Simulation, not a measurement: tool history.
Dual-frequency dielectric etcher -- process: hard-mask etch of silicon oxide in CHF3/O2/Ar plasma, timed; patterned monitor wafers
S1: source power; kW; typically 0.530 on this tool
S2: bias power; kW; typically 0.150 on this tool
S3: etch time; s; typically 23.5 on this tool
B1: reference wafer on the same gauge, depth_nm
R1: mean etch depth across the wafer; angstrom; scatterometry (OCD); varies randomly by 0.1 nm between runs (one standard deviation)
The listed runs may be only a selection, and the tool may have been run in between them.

Run 1, hour 0.0: usual settings; B1 33.35. Result: R1 413.6 angstrom.
Run 2, hour 106.4: usual settings; B1 33.39. Result: R1 414.0 angstrom.
At hour 119.0: gauge calibrated.
Run 3, hour 173.0: usual settings; B1 33.40. Result: R1 413.9 angstrom.
Run 4, hour 225.0: usual settings; B1 33.37. Result: R1 414.5 angstrom.
Run 5, hour 266.6: usual settings but S3 25.5 s; B1 33.35. Result: R1 448.6 angstrom.
Run 6, hour 336.9: usual settings but S1 0.570 kW, S3 19.5 s; B1 33.41. Result: R1 349.2 angstrom.
At hour 374.1: wet clean of the chamber.
Run 7, hour 392.6: usual settings but S1 0.570 kW, S3 19.5 s; B1 33.41. Result: R1 349.9 angstrom.
Run 8, hour 451.7: usual settings but S3 18.5 s; B1 33.39. Result: R1 326.2 angstrom.
Run 9, hour 508.9: usual settings but S2 0.187 kW; B1 33.39. Result: R1 447.4 angstrom.
Run 10, hour 549.5: usual settings but S3 18.5 s; B1 33.41. Result: R1 324.8 angstrom.
Run 11, hour 633.4: usual settings; B1 33.37. Result: R1 413.7 angstrom.
Run 12, hour 716.7: usual settings but S1 0.600 kW, S3 19.5 s; B1 33.41. Result: R1 353.2 angstrom.
At hour 768.8: upper electrode replaced, of another model than before.
Run 13, hour 776.5: usual settings but S1 0.470 kW, S2 0.186 kW; B1 33.37. Result: R1 409.6 angstrom.
Run 14, hour 837.0: usual settings but S1 0.610 kW, S2 0.132 kW, S3 19.5 s; B1 33.41. Result: R1 352.3 angstrom.
Run 15, hour 897.9: usual settings but S2 0.127 kW; B1 33.44. Result: R1 398.4 angstrom.
Run 16, hour 936.7: usual settings but S1 0.470 kW, S2 0.120 kW; B1 33.36. Result: R1 373.3 angstrom.
At hour 1056.4: wet clean of the chamber.
Run 17, hour 1056.9: usual settings but S1 0.590 kW, S2 0.138 kW; B1 33.44. Result: R1 421.2 angstrom.
Run 18, hour 1083.8: usual settings but S2 0.126 kW; B1 33.41. Result: R1 396.0 angstrom.
Run 19, hour 1142.3: usual settings but S1 0.580 kW, S2 0.137 kW, S3 29.5 s; B1 33.39. Result: R1 525.0 angstrom.
Run 20, hour 1182.4: usual settings but S1 0.480 kW, S2 0.115 kW, S3 19.5 s; B1 33.43. Result: R1 309.4 angstrom.
Run 21, hour 1251.7: usual settings but S2 0.134 kW, S3 19.5 s; B1 33.43. Result: R1 332.7 angstrom.
At hour 1308.2: source power generator calibrated.
Run 22, hour 1565.4: usual settings but S2 0.180 kW; B1 33.38. Result: R1 431.9 angstrom.
At hour 1610.2: wet clean of the chamber.
Run 23, hour 1624.1: usual settings but S1 0.420 kW, S2 0.178 kW, S3 19.0 s; B1 33.39. Result: R1 316.0 angstrom.
Run 24, hour 1668.7: usual settings; B1 33.42. Result: R1 414.5 angstrom.
At hour 1719.4: gauge calibrated.
Run 25, hour 1728.4: usual settings but S1 0.590 kW, S2 0.173 kW, S3 19.5 s; B1 33.41. Result: R1 372.0 angstrom.
Run 26, hour 1807.5: usual settings; B1 33.41. Result: R1 415.4 angstrom.
Run 27, hour 1864.0: usual settings but S2 0.133 kW; B1 33.34. Result: R1 406.3 angstrom.
Run 28, hour 1936.6: usual settings but S2 0.167 kW, S3 19.0 s; B1 33.36. Result: R1 343.4 angstrom.

5 options for the next run, each taken on its own from the tool as it stands now. Forecast them:
Run A, hour 1937.0: usual settings but S3 20.5 s; B1 ?. Result: R1 ?.
Run B, hour 1937.0: usual settings but S1 0.620 kW, S2 0.165 kW, S3 28.5 s; B1 ?. Result: R1 ?.
Run C, hour 1937.0: usual settings but S1 0.570 kW; B1 ?. Result: R1 ?.
Run D, hour 1937.0: usual settings but S2 0.113 kW; B1 ?. Result: R1 ?.
Run E, hour 1937.0: usual settings but S1 0.610 kW, S2 0.182 kW; B1 ?. Result: R1 ?.

run     B1     R1
  A  33.39  362.5
  B  33.39  549.0
  C  33.39  428.4
  D  33.39  393.1
  E  33.39  459.6
The same runs, with their run-to-run variation unchanged, on a tool lacking any hidden condition would have given:
run     R1
  A  363.9
  B  551.2
  C  430.1
  D  394.7
  E  461.4
